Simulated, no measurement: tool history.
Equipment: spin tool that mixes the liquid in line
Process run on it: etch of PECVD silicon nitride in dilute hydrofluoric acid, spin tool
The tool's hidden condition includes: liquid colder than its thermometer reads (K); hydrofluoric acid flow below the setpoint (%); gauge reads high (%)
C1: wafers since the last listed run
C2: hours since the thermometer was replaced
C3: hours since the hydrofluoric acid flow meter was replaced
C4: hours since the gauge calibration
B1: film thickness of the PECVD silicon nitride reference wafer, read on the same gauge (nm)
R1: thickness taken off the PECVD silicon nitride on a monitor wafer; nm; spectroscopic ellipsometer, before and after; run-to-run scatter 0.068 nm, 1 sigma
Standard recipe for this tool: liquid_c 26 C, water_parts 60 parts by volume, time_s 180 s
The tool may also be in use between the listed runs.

{"run": 1, "hour": 0.0, "liquid_c": 26, "water_parts": 60, "time_s": 180, "C1": 0, "C2": 691.5, "C3": 1927.3, "C4": 742.4, "B1": 140.02, "R1": 7.35}
{"run": 2, "hour": 13.8, "liquid_c": 26, "water_parts": 60, "time_s": 180, "C1": 91, "C2": 705.3, "C3": 1941.1, "C4": 756.2, "B1": 140.01, "R1": 7.44}
{"run": 3, "hour": 48.0, "liquid_c": 24.5, "water_parts": 60, "time_s": 180, "C1": 225, "C2": 739.5, "C3": 1975.3, "C4": 790.4, "B1": 140, "R1": 6.75}
{"run": 4, "hour": 69.9, "liquid_c": 24.5, "water_parts": 60, "time_s": 180, "C1": 144, "C2": 761.4, "C3": 1997.2, "C4": 812.3, "B1": 139.98, "R1": 6.72}
{"run": 5, "hour": 101.6, "liquid_c": 27.5, "water_parts": 60, "time_s": 240, "C1": 209, "C2": 793.1, "C3": 2028.9, "C4": 844, "B1": 139.99, "R1": 10.87}
{"run": 6, "hour": 129.8, "liquid_c": 26, "water_parts": 60, "time_s": 180, "C1": 186, "C2": 821.3, "C3": 2057.1, "C4": 872.2, "B1": 140, "R1": 7.25}
{"run": 7, "hour": 143.0, "liquid_c": 26, "water_parts": 60, "time_s": 180, "C1": 87, "C2": 834.5, "C3": 2070.3, "C4": 885.4, "B1": 140.01, "R1": 7.28}
{"hour": 167.5, "done": "hydrofluoric acid flow meter replaced"}
{"run": 8, "hour": 170.6, "liquid_c": 26, "water_parts": 60, "time_s": 180, "C1": 175, "C2": 862.1, "C3": 3.1, "C4": 913, "B1": 140, "R1": 7.38}
{"run": 9, "hour": 191.5, "liquid_c": 26, "water_parts": 60, "time_s": 180, "C1": 138, "C2": 883, "C3": 24, "C4": 933.9, "B1": 139.99, "R1": 7.2}
{"run": 10, "hour": 205.0, "liquid_c": 26, "water_parts": 60, "time_s": 180, "C1": 89, "C2": 896.5, "C3": 37.5, "C4": 947.4, "B1": 140, "R1": 7.33}
{"run": 11, "hour": 239.1, "liquid_c": 26, "water_parts": 70, "time_s": 180, "C1": 225, "C2": 930.6, "C3": 71.6, "C4": 981.5, "B1": 139.97, "R1": 6.18}
{"run": 12, "hour": 256.8, "liquid_c": 21.5, "water_parts": 60, "time_s": 180, "C1": 116, "C2": 948.3, "C3": 89.3, "C4": 999.2, "B1": 140, "R1": 5.33}
{"run": 13, "hour": 278.9, "liquid_c": 26, "water_parts": 35, "time_s": 180, "C1": 145, "C2": 970.4, "C3": 111.4, "C4": 1021.3, "B1": 139.98, "R1": 12.2}
{"run": 14, "hour": 298.6, "liquid_c": 26, "water_parts": 80, "time_s": 180, "C1": 130, "C2": 990.1, "C3": 131.1, "C4": 1041, "B1": 140, "R1": 5.44}
{"run": 15, "hour": 325.9, "liquid_c": 22.5, "water_parts": 75, "time_s": 285, "C1": 180, "C2": 1017.4, "C3": 158.4, "C4": 1068.3, "B1": 139.97, "R1": 7.15}
{"run": 16, "hour": 361.1, "liquid_c": 26, "water_parts": 60, "time_s": 180, "C1": 232, "C2": 1052.6, "C3": 193.6, "C4": 1103.5, "B1": 140, "R1": 7.18}
{"run": 17, "hour": 388.0, "liquid_c": 26, "water_parts": 70, "time_s": 225, "C1": 177, "C2": 1079.5, "C3": 220.5, "C4": 1130.4, "B1": 140.01, "R1": 7.71}
{"run": 18, "hour": 422.3, "liquid_c": 26, "water_parts": 60, "time_s": 180, "C1": 226, "C2": 1113.8, "C3": 254.8, "C4": 1164.7, "B1": 140.01, "R1": 7.01}
{"run": 19, "hour": 454.2, "liquid_c": 26, "water_parts": 60, "time_s": 180, "C1": 210, "C2": 1145.7, "C3": 286.7, "C4": 1196.6, "B1": 139.98, "R1": 7.14}
{"run": 20, "hour": 484.7, "liquid_c": 26, "water_parts": 50, "time_s": 180, "C1": 201, "C2": 1176.2, "C3": 317.2, "C4": 1227.1, "B1": 139.99, "R1": 8.36}
{"hour": 496.0, "done": "thermometer replaced"}
{"run": 21, "hour": 499.7, "liquid_c": 24, "water_parts": 80, "time_s": 240, "C1": 92, "C2": 3.7, "C3": 332.2, "C4": 1242.1, "B1": 140.02, "R1": 7.01}
{"hour": 503.9, "done": "gauge calibrated"}
{"run": 22, "hour": 519.0, "liquid_c": 29.5, "water_parts": 40, "time_s": 110, "C1": 127, "C2": 23, "C3": 351.5, "C4": 15.1, "B1": 139.99, "R1": 9.29}
{"run": 23, "hour": 535.4, "liquid_c": 21, "water_parts": 30, "time_s": 280, "C1": 108, "C2": 39.4, "C3": 367.9, "C4": 31.5, "B1": 140.02, "R1": 17.26}
{"run": 24, "hour": 551.6, "liquid_c": 23.5, "water_parts": 75, "time_s": 90, "C1": 106, "C2": 55.6, "C3": 384.1, "C4": 47.7, "B1": 139.99, "R1": 2.71}
{"run": 25, "hour": 578.3, "liquid_c": 26, "water_parts": 60, "time_s": 180, "C1": 176, "C2": 82.3, "C3": 410.8, "C4": 74.4, "B1": 140, "R1": 7.93}
{"run": 26, "hour": 595.9, "liquid_c": 24, "water_parts": 85, "time_s": 75, "C1": 116, "C2": 99.9, "C3": 428.4, "C4": 92, "B1": 140.02, "R1": 2.03}
{"run": 27, "hour": 628.7, "liquid_c": 26, "water_parts": 60, "time_s": 180, "C1": 216, "C2": 132.7, "C3": 461.2, "C4": 124.8, "B1": 140.01, "R1": 7.82}
{"run": 28, "hour": 649.2, "liquid_c": 29.5, "water_parts": 35, "time_s": 70, "C1": 135, "C2": 153.2, "C3": 481.7, "C4": 145.3, "B1": 139.99, "R1": 6.59}
{"run": 29, "hour": 718.2, "liquid_c": 26, "water_parts": 85, "time_s": 180, "C1": 455, "C2": 222.2, "C3": 550.7, "C4": 214.3, "B1": 139.98, "R1": 5.54}
{"run": 30, "hour": 743.3, "liquid_c": 21.5, "water_parts": 30, "time_s": 255, "C1": 165, "C2": 247.3, "C3": 575.8, "C4": 239.4, "B1": 140.01, "R1": 16.16}
{"run": 31, "hour": 767.7, "liquid_c": 26, "water_parts": 60, "time_s": 180, "C1": 161, "C2": 271.7, "C3": 600.2, "C4": 263.8, "B1": 140, "R1": 7.72}
{"run": 32, "hour": 782.1, "liquid_c": 30.5, "water_parts": 35, "time_s": 95, "C1": 95, "C2": 286.1, "C3": 614.6, "C4": 278.2, "B1": 140.01, "R1": 9.3}

Take each entry between the runs: how does the hidden state at the last listed run before it differ from the hidden state at the first listed run after it?
Runs 7 to 8: hydrofluoric acid flow meter replaced (hour 167.5)
  liquid colder than its thermometer reads (K): 1.32 -> 1.36
  measured less the result without the state, R1: -0.67 -> -0.7 nm
Runs 20 to 21: thermometer replaced (hour 496)
  liquid colder than its thermometer reads (K): 1.84 -> 0.0565
  measured less the result without the state, R1: -1.1 -> -0.03 nm
Runs 21 to 22: gauge calibrated (hour 503.9)
  liquid colder than its thermometer reads (K): 0.0565 -> 0.0862
  measured less the result without the state, R1: -0.03 -> -0.05 nm

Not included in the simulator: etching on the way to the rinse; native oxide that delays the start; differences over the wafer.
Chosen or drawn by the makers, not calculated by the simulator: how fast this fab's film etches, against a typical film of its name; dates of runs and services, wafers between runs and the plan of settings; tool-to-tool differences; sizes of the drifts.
